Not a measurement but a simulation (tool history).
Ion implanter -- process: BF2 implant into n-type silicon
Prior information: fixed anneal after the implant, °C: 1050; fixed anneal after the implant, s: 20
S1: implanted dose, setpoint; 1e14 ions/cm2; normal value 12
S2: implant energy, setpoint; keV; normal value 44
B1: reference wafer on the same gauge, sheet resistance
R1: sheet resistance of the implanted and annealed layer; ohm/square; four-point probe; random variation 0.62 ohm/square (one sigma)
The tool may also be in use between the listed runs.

run	hour	S1	S2	B1	R1
1	0	12	44	120.09	116.09
2	62.5	12	44	119.91	116.26
3	90.6	14.69	52	119.87	99.34
4	137.7	14.69	52	119.96	98.69
5	197.7	10.6	50	119.83	123.8
# hour 260.3: Faraday cup replaced and dose calibrated
6	260.8	10.6	50	119.61	123.67
7	293.3	12	32.5	119.58	123.98
8	325	12	44	119.59	114.66
9	362.9	10.22	44	119.34	130.43
10	428.9	12	44	119.4	116.91
11	482.2	12	44	119.3	115.27
12	543.1	12	44	119.11	116.27
# hour 594.1: gauge calibrated
13	608.1	12	44	121.64	117.61
14	641.8	12	44	121.66	118.2
15	695.6	12	44	121.67	117.71
16	751.7	12	44	121.38	117.59
17	794.5	12	44	121.41	116.81
18	856	8.65	44	121.24	151.61
19	887.4	12	53	121.28	114.68
20	958.5	12	44	121.21	116.69

Run 21 comes next. What will it give?
21	1025.6	12	44	?	?

{"run 21": {"B1": 121.05, "R1": 117.24}}
The same run, on a tool lacking any hidden state, would have yielded R1 118.15 ohm/square.
